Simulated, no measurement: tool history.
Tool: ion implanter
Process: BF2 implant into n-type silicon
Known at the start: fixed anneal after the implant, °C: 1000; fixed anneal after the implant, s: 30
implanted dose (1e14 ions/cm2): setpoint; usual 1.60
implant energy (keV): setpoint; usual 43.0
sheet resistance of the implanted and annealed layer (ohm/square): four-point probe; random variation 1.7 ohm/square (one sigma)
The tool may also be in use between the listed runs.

run,day,implanted dose (1e14 ions/cm2),implant energy (keV),wafers since the last listed run,hours since the last dose calibration,hours since the extraction supply was calibrated,hours since the gauge calibration,"read-back reference wafer on the same gauge, sheet resistance",sheet resistance of the implanted and annealed layer (ohm/square)
1,0.000,1.60,49.5,0,374.5,3538.8,1516.1,443.67,550.77
2,2.454,1.60,54.0,1589,433.4,3597.7,1575.0,443.71,547.42
3,4.167,1.40,43.0,1109,474.5,3638.8,1616.1,443.95,630.49
4,5.533,1.60,43.0,885,507.3,3671.6,1648.9,444.47,564.27
5,6.950,1.60,43.0,917,541.3,3705.6,1682.9,443.81,565.46
6,9.083,1.60,43.0,1382,592.5,3756.8,1734.1,444.33,565.68
7,11.771,1.60,43.0,1741,657.0,3821.3,1798.6,443.75,569.36
8,15.346,1.60,34.5,2315,742.8,3907.1,1884.4,443.73,583.64
9,17.900,1.60,34.5,1654,804.1,3968.4,1945.7,444.40,586.51
10,19.658,1.60,34.5,1139,846.3,4010.6,1987.9,443.87,585.97
11,21.783,1.60,51.0,1376,897.3,4061.6,2038.9,444.21,561.27
12,24.521,1.60,51.0,1773,963.0,4127.3,2104.6,443.55,561.85
13,26.204,1.60,51.0,1090,1003.4,4167.7,2145.0,443.96,562.50
14,27.625,1.60,43.0,920,1037.5,4201.8,2179.1,443.99,575.51
15,29.896,1.60,43.0,1471,1092.0,4256.3,2233.6,443.66,575.99
16,31.067,1.60,43.0,758,1120.1,4284.4,2261.7,444.00,574.39
17,32.629,1.60,33.0,1012,1157.6,4321.9,2299.2,444.04,593.67
18,35.496,1.95,53.0,1857,1226.4,4390.7,2368.0,443.93,485.50
# day 36.158: Faraday cup replaced and dose calibrated
19,37.762,1.17,31.5,1252,38.5,4445.1,2422.4,443.95,740.44
20,39.521,1.86,52.0,1139,80.7,4487.3,2464.6,444.36,484.60
21,44.258,1.60,43.0,3069,194.4,4601.0,2578.3,444.29,557.98
# day 44.417: gauge calibrated
22,46.542,1.82,43.0,1479,249.2,4655.8,51.0,443.74,503.76
23,47.829,1.87,51.0,834,280.1,4686.7,81.9,443.86,484.31
24,50.008,1.60,43.0,1411,332.4,4739.0,134.2,443.87,558.88
25,52.217,1.17,31.5,1430,385.4,4792.0,187.2,443.74,746.61
26,54.712,1.90,57.0,1616,445.3,4851.9,247.1,444.00,474.26
27,56.246,1.60,30.5,993,482.1,4888.7,283.9,444.33,586.92
28,59.112,1.31,37.5,1857,550.9,4957.5,352.7,443.37,670.11
29,61.700,1.75,28.5,1676,613.0,5019.6,414.8,443.58,552.15
30,64.258,1.60,43.0,1657,674.4,5081.0,476.2,443.84,567.57
# day 65.479: extraction supply calibrated
31,72.800,1.60,43.0,5317,879.4,175.7,681.2,444.22,570.82
32,75.183,1.98,43.0,1543,936.6,232.9,738.4,444.04,480.88
33,76.546,2.06,34.0,882,969.3,265.6,771.1,443.51,480.54
34,78.921,1.27,43.0,1538,1026.3,322.6,828.1,444.03,688.35
# day 81.908: Faraday cup replaced and dose calibrated
35,81.929,1.60,43.0,1732,0.5,394.8,900.3,443.98,555.83
36,84.321,1.60,43.0,1549,57.9,452.2,957.7,443.80,555.76
37,85.325,1.25,43.0,650,82.0,476.3,981.8,443.89,675.75
38,86.762,1.20,38.5,931,116.5,510.8,1016.3,443.85,711.34

Hidden state or all else? Some run-to-run changes of sheet resistance of the implanted and annealed layer (ohm/square), split into what the settings, what came in and random variation would give without the hidden state, and what is left for the hidden state (with any gauge scatter that isn't in both results):
The hidden state here: deviation of the true dose from the Faraday cup's reading, %; deviation of the true energy from its setpoint, %; gauge reads high (%).
Run 18 -> 19: implanted dose (1e14 ions/cm2) 1.95 -> 1.17, implant energy (keV) 53.0 -> 31.5, Faraday cup replaced and dose calibrated. sheet resistance of the implanted and annealed layer (ohm/square) +254.94: hidden state -19.76, all else +274.70.
Run 19 -> 20: implanted dose (1e14 ions/cm2) 1.17 -> 1.86, implant energy (keV) 31.5 -> 52.0. sheet resistance of the implanted and annealed layer (ohm/square) -255.84: hidden state -0.05, all else -255.79.
Run 25 -> 26: implanted dose (1e14 ions/cm2) 1.17 -> 1.90, implant energy (keV) 31.5 -> 57.0. sheet resistance of the implanted and annealed layer (ohm/square) -272.35: hidden state -3.04, all else -269.31.
Run 33 -> 34: implanted dose (1e14 ions/cm2) 2.06 -> 1.27, implant energy (keV) 34.0 -> 43.0. sheet resistance of the implanted and annealed layer (ohm/square) +207.81: hidden state +7.55, all else +200.26.
Run 34 -> 35: implanted dose (1e14 ions/cm2) 1.27 -> 1.60, Faraday cup replaced and dose calibrated. sheet resistance of the implanted and annealed layer (ohm/square) -132.52: hidden state -20.67, all else -111.85.

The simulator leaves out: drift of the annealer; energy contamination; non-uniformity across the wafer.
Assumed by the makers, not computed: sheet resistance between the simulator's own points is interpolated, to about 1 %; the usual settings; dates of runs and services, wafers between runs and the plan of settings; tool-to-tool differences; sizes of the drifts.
